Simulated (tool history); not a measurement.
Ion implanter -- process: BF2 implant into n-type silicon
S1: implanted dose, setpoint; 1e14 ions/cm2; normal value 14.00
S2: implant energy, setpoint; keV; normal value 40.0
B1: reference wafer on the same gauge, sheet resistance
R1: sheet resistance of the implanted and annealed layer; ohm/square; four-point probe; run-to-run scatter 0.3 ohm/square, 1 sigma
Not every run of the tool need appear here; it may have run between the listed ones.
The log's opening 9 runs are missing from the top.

run	hour	S1	S2	B1	R1
10	366.9	15.30	40.0	117.94	115.21
11	394.0	14.00	31.5	118.00	132.03
12	447.9	14.00	31.5	118.00	131.59
# hour 490.4: extraction supply calibrated
13	501.0	17.03	46.5	118.03	104.83
14	540.3	14.00	40.0	117.95	117.42
15	596.7	14.00	40.0	117.94	117.84
# hour 627.9: Faraday cup replaced and dose calibrated
16	630.1	14.00	40.0	118.04	116.86
17	674.7	14.00	40.0	117.97	116.43
18	720.8	14.00	40.0	118.05	116.27
19	757.1	12.53	34.0	118.03	128.89
20	803.8	11.87	53.0	117.95	109.47
21	852.9	17.88	51.5	117.99	98.05
# hour 884.5: gauge calibrated
22	910.8	14.00	40.0	117.97	116.28
23	944.1	14.00	40.0	117.94	116.78
# hour 974.7: Faraday cup replaced and dose calibrated, repeated, since the last time left the tool worse
24	978.7	17.00	40.0	118.02	113.38
25	1017.6	16.79	40.0	118.03	113.81
26	1058.0	10.10	40.0	117.94	134.99
27	1105.3	10.86	29.0	118.07	147.39
28	1141.3	15.30	40.0	118.02	116.17
29	1178.2	11.38	30.5	117.97	142.52
30	1231.9	12.65	27.0	118.01	145.50
31	1294.8	18.02	40.0	118.04	112.09
32	1323.1	14.00	40.0	118.01	117.64

Predict the results of run 33:
33	1372.5	16.67	40.0	?	?

{"run 33": {"B1": 118.05, "R1": 113.4}}
Minus the tool's unlogged condition, the same run would have read R1 113.66 ohm/square.

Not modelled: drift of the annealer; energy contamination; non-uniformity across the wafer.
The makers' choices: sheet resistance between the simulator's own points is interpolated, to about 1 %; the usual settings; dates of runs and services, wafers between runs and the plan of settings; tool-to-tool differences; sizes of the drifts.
